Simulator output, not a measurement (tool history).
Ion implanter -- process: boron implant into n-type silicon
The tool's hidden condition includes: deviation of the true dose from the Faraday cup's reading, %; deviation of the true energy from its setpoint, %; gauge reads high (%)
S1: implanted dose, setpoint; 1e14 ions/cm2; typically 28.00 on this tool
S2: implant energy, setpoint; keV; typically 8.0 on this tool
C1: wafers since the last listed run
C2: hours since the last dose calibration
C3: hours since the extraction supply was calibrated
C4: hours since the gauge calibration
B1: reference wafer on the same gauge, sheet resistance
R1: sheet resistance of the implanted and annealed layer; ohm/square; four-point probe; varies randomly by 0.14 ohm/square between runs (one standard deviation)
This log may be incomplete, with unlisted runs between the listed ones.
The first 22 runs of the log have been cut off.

{"run": 23, "hour": 298.0, "S1": 21.51, "S2": 8.0, "C1": 229, "C2": 1170.9, "C3": 199.4, "C4": 384.8, "B1": 97.56, "R1": 93.92}
{"run": 24, "hour": 312.5, "S1": 28.0, "S2": 5.0, "C1": 274, "C2": 1185.4, "C3": 213.9, "C4": 399.3, "B1": 97.45, "R1": 112.6}
{"hour": 323.9, "done": "gauge calibrated"}
{"run": 25, "hour": 327.2, "S1": 35.7, "S2": 8.0, "C1": 278, "C2": 1200.1, "C3": 228.6, "C4": 3.3, "B1": 99.11, "R1": 89.16}
{"hour": 336.7, "done": "Faraday cup replaced and dose calibrated"}
{"run": 26, "hour": 342.3, "S1": 28.0, "S2": 9.0, "C1": 134, "C2": 5.6, "C3": 243.7, "C4": 18.4, "B1": 99.19, "R1": 85.76}
{"run": 27, "hour": 357.4, "S1": 25.04, "S2": 6.5, "C1": 286, "C2": 20.7, "C3": 258.8, "C4": 33.5, "B1": 99.1, "R1": 103.5}
{"run": 28, "hour": 373.4, "S1": 28.0, "S2": 8.0, "C1": 303, "C2": 36.7, "C3": 274.8, "C4": 49.5, "B1": 99.12, "R1": 91.83}
{"run": 29, "hour": 388.8, "S1": 25.0, "S2": 9.5, "C1": 291, "C2": 52.1, "C3": 290.2, "C4": 64.9, "B1": 99.14, "R1": 84.93}
{"run": 30, "hour": 399.5, "S1": 28.0, "S2": 8.0, "C1": 202, "C2": 62.8, "C3": 300.9, "C4": 75.6, "B1": 99.05, "R1": 91.64}
{"run": 31, "hour": 405.9, "S1": 19.93, "S2": 10.0, "C1": 121, "C2": 69.2, "C3": 307.3, "C4": 82.0, "B1": 99.04, "R1": 87.35}
{"run": 32, "hour": 454.5, "S1": 22.22, "S2": 7.0, "C1": 920, "C2": 117.8, "C3": 355.9, "C4": 130.6, "B1": 98.88, "R1": 100.78}
{"run": 33, "hour": 464.9, "S1": 33.61, "S2": 6.5, "C1": 197, "C2": 128.2, "C3": 366.3, "C4": 141.0, "B1": 98.87, "R1": 99.96}
{"run": 34, "hour": 477.3, "S1": 28.0, "S2": 8.0, "C1": 234, "C2": 140.6, "C3": 378.7, "C4": 153.4, "B1": 98.9, "R1": 91.45}
{"run": 35, "hour": 515.4, "S1": 28.0, "S2": 7.0, "C1": 721, "C2": 178.7, "C3": 416.8, "C4": 191.5, "B1": 98.77, "R1": 98.13}
{"run": 36, "hour": 527.0, "S1": 24.83, "S2": 6.0, "C1": 219, "C2": 190.3, "C3": 428.4, "C4": 203.1, "B1": 98.61, "R1": 106.77}

Here are 5 independent what-if runs from the current tool condition. What would each one return?
{"run": "A", "hour": 527.4, "S1": 28.0, "S2": 8.0, "C1": 7, "C2": 190.7, "C3": 428.8, "C4": 203.5, "B1": "?", "R1": "?"}
{"run": "B", "hour": 527.4, "S1": 20.97, "S2": 10.5, "C1": 7, "C2": 190.7, "C3": 428.8, "C4": 203.5, "B1": "?", "R1": "?"}
{"run": "C", "hour": 527.4, "S1": 30.95, "S2": 10.5, "C1": 7, "C2": 190.7, "C3": 428.8, "C4": 203.5, "B1": "?", "R1": "?"}
{"run": "D", "hour": 527.4, "S1": 23.06, "S2": 9.5, "C1": 7, "C2": 190.7, "C3": 428.8, "C4": 203.5, "B1": "?", "R1": "?"}
{"run": "E", "hour": 527.4, "S1": 32.04, "S2": 10.0, "C1": 7, "C2": 190.7, "C3": 428.8, "C4": 203.5, "B1": "?", "R1": "?"}

run=A B1=98.72 R1=91.02
run=B B1=98.72 R1=83.66
run=C B1=98.72 R1=77.11
run=D B1=98.72 R1=85.79
run=E B1=98.72 R1=78.94
Had the tool no hidden state, the same runs would have come out as:
run=A R1=91.46
run=B R1=84.07
run=C R1=77.48
run=D R1=86.20
run=E R1=79.33

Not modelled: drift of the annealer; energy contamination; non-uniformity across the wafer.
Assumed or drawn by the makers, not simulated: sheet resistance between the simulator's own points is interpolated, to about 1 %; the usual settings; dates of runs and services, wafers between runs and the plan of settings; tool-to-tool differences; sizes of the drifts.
